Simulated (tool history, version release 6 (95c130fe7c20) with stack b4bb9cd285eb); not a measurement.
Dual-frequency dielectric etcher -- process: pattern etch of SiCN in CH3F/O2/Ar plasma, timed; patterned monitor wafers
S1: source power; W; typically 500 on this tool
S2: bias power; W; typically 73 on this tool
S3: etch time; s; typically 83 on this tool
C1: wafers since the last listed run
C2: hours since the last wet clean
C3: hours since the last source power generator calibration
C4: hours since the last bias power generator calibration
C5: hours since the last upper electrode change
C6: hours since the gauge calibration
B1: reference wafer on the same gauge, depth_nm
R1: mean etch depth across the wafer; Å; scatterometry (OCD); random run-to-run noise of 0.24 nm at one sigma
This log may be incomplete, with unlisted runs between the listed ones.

run 1 hour=0 | S1=500 S2=73 S3=83 | C1=0 C2=88.5 C3=1767.3 C4=3227 C5=2092.9 C6=1220.1 | B1=32.71 | R1=352.3
run 2 hour=52 | S1=500 S2=73 S3=83 | C1=496 C2=140.5 C3=1819.3 C4=3279 C5=2144.9 C6=1272.1 | B1=32.69 | R1=352.4
run 3 hour=79.9 | S1=500 S2=73 S3=65 | C1=266 C2=168.4 C3=1847.2 C4=3306.9 C5=2172.8 C6=1300 | B1=32.69 | R1=277.8
run 4 hour=132.8 | S1=430 S2=73 S3=74 | C1=505 C2=221.3 C3=1900.1 C4=3359.8 C5=2225.7 C6=1352.9 | B1=32.67 | R1=296.5
run 5 hour=177 | S1=430 S2=73 S3=74 | C1=421 C2=265.5 C3=1944.3 C4=3404 C5=2269.9 C6=1397.1 | B1=32.69 | R1=292.9
run 6 hour=207.9 | S1=580 S2=78 S3=83 | C1=295 C2=296.4 C3=1975.2 C4=3434.9 C5=2300.8 C6=1428 | B1=32.7 | R1=383.4
run 7 hour=236.1 | S1=580 S2=78 S3=83 | C1=269 C2=324.6 C3=2003.4 C4=3463.1 C5=2329 C6=1456.2 | B1=32.73 | R1=381.4
run 8 hour=276.1 | S1=500 S2=73 S3=65.5 | C1=381 C2=364.6 C3=2043.4 C4=3503.1 C5=2369 C6=1496.2 | B1=32.71 | R1=275.2
run 9 hour=410.1 | S1=500 S2=73 S3=77 | C1=1279 C2=498.6 C3=2177.4 C4=3637.1 C5=2503 C6=1630.2 | B1=32.72 | R1=319.5
-- hour=486.8 gauge calibrated
-- hour=488.2 source power generator calibrated
-- hour=504.9 wet clean of the chamber
run 10 hour=505.4 | S1=460 S2=82 S3=97 | C1=712 C2=0.5 C3=17.2 C4=3732.4 C5=2598.3 C6=18.6 | B1=32.71 | R1=420.7
run 11 hour=549.8 | S1=590 S2=62 S3=107 | C1=423 C2=44.9 C3=61.6 C4=3776.8 C5=2642.7 C6=63 | B1=32.7 | R1=457.4
run 12 hour=608.9 | S1=540 S2=73 S3=83 | C1=564 C2=104 C3=120.7 C4=3835.9 C5=2701.8 C6=122.1 | B1=32.72 | R1=364.2
run 13 hour=641 | S1=580 S2=73 S3=95.5 | C1=306 C2=136.1 C3=152.8 C4=3868 C5=2733.9 C6=154.2 | B1=32.7 | R1=429.8
-- hour=651.5 bias power generator calibrated
run 14 hour=677.9 | S1=440 S2=82 S3=71 | C1=314 C2=173 C3=189.7 C4=26.4 C5=2770.8 C6=191.1 | B1=32.74 | R1=297.4
-- hour=752.7 upper electrode replaced
run 15 hour=753.2 | S1=570 S2=73 S3=83 | C1=489 C2=248.3 C3=265 C4=101.7 C5=0.5 C6=266.4 | B1=32.69 | R1=368.8
run 16 hour=791.2 | S1=560 S2=73 S3=83 | C1=362 C2=286.3 C3=303 C4=139.7 C5=38.5 C6=304.4 | B1=32.69 | R1=368.9
run 17 hour=828.9 | S1=430 S2=73 S3=74 | C1=359 C2=324 C3=340.7 C4=177.4 C5=76.2 C6=342.1 | B1=32.69 | R1=289.5
run 18 hour=864.6 | S1=570 S2=73 S3=65 | C1=340 C2=359.7 C3=376.4 C4=213.1 C5=111.9 C6=377.8 | B1=32.67 | R1=286.3
run 19 hour=912.7 | S1=500 S2=73 S3=83 | C1=459 C2=407.8 C3=424.5 C4=261.2 C5=160 C6=425.9 | B1=32.7 | R1=348.7
run 20 hour=947.3 | S1=500 S2=73 S3=83 | C1=330 C2=442.4 C3=459.1 C4=295.8 C5=194.6 C6=460.5 | B1=32.75 | R1=344.8
run 21 hour=1152 | S1=450 S2=73 S3=83 | C1=1954 C2=647.1 C3=663.8 C4=500.5 C5=399.3 C6=665.2 | B1=32.7 | R1=327.4
run 22 hour=1192.7 | S1=500 S2=73 S3=83 | C1=388 C2=687.8 C3=704.5 C4=541.2 C5=440 C6=705.9 | B1=32.69 | R1=341.5
-- hour=1232.5 wet clean of the chamber
run 23 hour=1233 | S1=500 S2=73 S3=83 | C1=155 C2=0.5 C3=744.8 C4=581.5 C5=480.3 C6=746.2 | B1=32.72 | R1=357.5
run 24 hour=1256.3 | S1=560 S2=87 S3=61.5 | C1=222 C2=23.8 C3=768.1 C4=604.8 C5=503.6 C6=769.5 | B1=32.72 | R1=288.6
run 25 hour=1305.6 | S1=380 S2=61 S3=72 | C1=470 C2=73.1 C3=817.4 C4=654.1 C5=552.9 C6=818.8 | B1=32.73 | R1=254.1
run 26 hour=1354 | S1=460 S2=82 S3=97 | C1=462 C2=121.5 C3=865.8 C4=702.5 C5=601.3 C6=867.2 | B1=32.7 | R1=415.3
run 27 hour=1381.7 | S1=590 S2=90 S3=60 | C1=264 C2=149.2 C3=893.5 C4=730.2 C5=629 C6=894.9 | B1=32.72 | R1=295.7
run 28 hour=1420.8 | S1=500 S2=64 S3=83 | C1=373 C2=188.3 C3=932.6 C4=769.3 C5=668.1 C6=934 | B1=32.69 | R1=335.9
run 29 hour=1485 | S1=500 S2=56 S3=66.5 | C1=612 C2=252.5 C3=996.8 C4=833.5 C5=732.3 C6=998.2 | B1=32.69 | R1=255.8

Some steps in R1 between neighbouring runs. How much of each would the tool show without its hidden state too (settings, what came in, random variation), and how much is left for the hidden state, with any gauge scatter that isn't in both results?
Hidden state present: etch rate over this chamber's usual, %; source power that arrives over what is set, %; bias power that arrives over what is set, %; gauge reads high (%).
Run 9 -> 10: S1 500 -> 460, S2 73 -> 82, S3 77 -> 97, gauge calibrated, source power generator calibrated, wet clean of the chamber. R1 +101.2 Å: hidden state +5.7, all else +95.5.
Run 13 -> 14: S1 580 -> 440, S2 73 -> 82, S3 95.5 -> 71, bias power generator calibrated. R1 -132.4 Å: hidden state +0.3, all else -132.7.
Run 22 -> 23: wet clean of the chamber. R1 +16 Å: hidden state +12.8, all else +3.2.
Run 25 -> 26: S1 380 -> 460, S2 61 -> 82, S3 72 -> 97. R1 +161.2 Å: hidden state -1.3, all else +162.5.
